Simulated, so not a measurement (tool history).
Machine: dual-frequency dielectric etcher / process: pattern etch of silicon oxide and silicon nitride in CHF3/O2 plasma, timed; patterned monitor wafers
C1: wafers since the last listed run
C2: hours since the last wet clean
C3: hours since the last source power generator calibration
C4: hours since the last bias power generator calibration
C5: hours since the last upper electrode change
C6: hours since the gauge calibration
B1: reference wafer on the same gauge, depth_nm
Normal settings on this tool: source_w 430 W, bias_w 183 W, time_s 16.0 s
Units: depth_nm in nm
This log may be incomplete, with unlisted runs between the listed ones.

run 1 hour=0.0 | source_w=430 bias_w=183 time_s=16.0 | C1=0 C2=216.2 C3=3252.9 C4=4084.3 C5=3095.3 C6=58.1 | B1=18.22 | depth_nm=21.37
run 2 hour=13.7 | source_w=430 bias_w=183 time_s=13.0 | C1=250 C2=229.9 C3=3266.6 C4=4098.0 C5=3109.0 C6=71.8 | B1=18.18 | depth_nm=17.48
run 3 hour=27.6 | source_w=380 bias_w=183 time_s=19.5 | C1=253 C2=243.8 C3=3280.5 C4=4111.9 C5=3122.9 C6=85.7 | B1=18.17 | depth_nm=24.99
run 4 hour=41.7 | source_w=430 bias_w=183 time_s=13.5 | C1=257 C2=257.9 C3=3294.6 C4=4126.0 C5=3137.0 C6=99.8 | B1=18.23 | depth_nm=18.24
run 5 hour=52.4 | source_w=430 bias_w=183 time_s=13.5 | C1=195 C2=268.6 C3=3305.3 C4=4136.7 C5=3147.7 C6=110.5 | B1=18.18 | depth_nm=18.26
run 6 hour=59.3 | source_w=430 bias_w=183 time_s=13.5 | C1=125 C2=275.5 C3=3312.2 C4=4143.6 C5=3154.6 C6=117.4 | B1=18.18 | depth_nm=18.20
run 7 hour=102.1 | source_w=360 bias_w=183 time_s=16.0 | C1=781 C2=318.3 C3=3355.0 C4=4186.4 C5=3197.4 C6=160.2 | B1=18.19 | depth_nm=20.00
run 8 hour=109.0 | source_w=360 bias_w=183 time_s=16.0 | C1=125 C2=325.2 C3=3361.9 C4=4193.3 C5=3204.3 C6=167.1 | B1=18.19 | depth_nm=20.27
run 9 hour=126.1 | source_w=360 bias_w=183 time_s=16.0 | C1=312 C2=342.3 C3=3379.0 C4=4210.4 C5=3221.4 C6=184.2 | B1=18.17 | depth_nm=20.22
run 10 hour=134.0 | source_w=430 bias_w=183 time_s=16.0 | C1=144 C2=350.2 C3=3386.9 C4=4218.3 C5=3229.3 C6=192.1 | B1=18.21 | depth_nm=21.94
run 11 hour=149.9 | source_w=430 bias_w=183 time_s=16.0 | C1=290 C2=366.1 C3=3402.8 C4=4234.2 C5=3245.2 C6=208.0 | B1=18.23 | depth_nm=21.60
-- hour=177.1 upper electrode replaced
run 12 hour=177.6 | source_w=360 bias_w=137 time_s=18.0 | C1=67 C2=393.8 C3=3430.5 C4=4261.9 C5=0.5 C6=235.7 | B1=18.22 | depth_nm=20.48
run 13 hour=177.9 | source_w=430 bias_w=143 time_s=16.0 | C1=5 C2=394.1 C3=3430.8 C4=4262.2 C5=0.8 C6=236.0 | B1=18.23 | depth_nm=19.90
-- hour=192.8 bias power generator calibrated
-- hour=206.4 wet clean of the chamber
run 14 hour=212.9 | source_w=430 bias_w=183 time_s=16.0 | C1=316 C2=6.5 C3=3465.8 C4=20.1 C5=35.8 C6=271.0 | B1=18.16 | depth_nm=21.16
-- hour=219.1 source power generator calibrated
run 15 hour=220.5 | source_w=350 bias_w=197 time_s=16.0 | C1=65 C2=14.1 C3=1.4 C4=27.7 C5=43.4 C6=278.6 | B1=18.22 | depth_nm=19.95
-- hour=224.1 gauge calibrated
run 16 hour=236.2 | source_w=480 bias_w=183 time_s=19.5 | C1=286 C2=29.8 C3=17.1 C4=43.4 C5=59.1 C6=12.1 | B1=18.22 | depth_nm=26.90
run 17 hour=243.3 | source_w=540 bias_w=183 time_s=16.0 | C1=129 C2=36.9 C3=24.2 C4=50.5 C5=66.2 C6=19.2 | B1=18.22 | depth_nm=23.44
run 18 hour=259.7 | source_w=430 bias_w=196 time_s=13.5 | C1=299 C2=53.3 C3=40.6 C4=66.9 C5=82.6 C6=35.6 | B1=18.21 | depth_nm=18.30
run 19 hour=274.0 | source_w=430 bias_w=183 time_s=14.0 | C1=261 C2=67.6 C3=54.9 C4=81.2 C5=96.9 C6=49.9 | B1=18.21 | depth_nm=18.45
run 20 hour=282.9 | source_w=430 bias_w=183 time_s=17.5 | C1=162 C2=76.5 C3=63.8 C4=90.1 C5=105.8 C6=58.8 | B1=18.16 | depth_nm=23.19
run 21 hour=294.2 | source_w=430 bias_w=183 time_s=16.0 | C1=206 C2=87.8 C3=75.1 C4=101.4 C5=117.1 C6=70.1 | B1=18.16 | depth_nm=21.48

Consider 4 possible next runs. They are alternatives, not a sequence: every one starts from the tool as it was left by run 21. What does each give?
run A hour=294.6 | source_w=430 bias_w=183 time_s=11.5 | C1=7 C2=88.2 C3=75.5 C4=101.8 C5=117.5 C6=70.5 | B1=? | depth_nm=?
run B hour=294.6 | source_w=430 bias_w=208 time_s=16.0 | C1=7 C2=88.2 C3=75.5 C4=101.8 C5=117.5 C6=70.5 | B1=? | depth_nm=?
run C hour=294.6 | source_w=430 bias_w=209 time_s=13.5 | C1=7 C2=88.2 C3=75.5 C4=101.8 C5=117.5 C6=70.5 | B1=? | depth_nm=?
run D hour=294.6 | source_w=490 bias_w=183 time_s=19.0 | C1=7 C2=88.2 C3=75.5 C4=101.8 C5=117.5 C6=70.5 | B1=? | depth_nm=?

run=A B1=18.22 depth_nm=15.19
run=B B1=18.22 depth_nm=22.10
run=C B1=18.22 depth_nm=18.68
run=D B1=18.22 depth_nm=26.49
What these runs would have given with no unlogged condition in the tool:
run=A depth_nm=14.83
run=B depth_nm=21.59
run=C depth_nm=18.25
run=D depth_nm=25.87
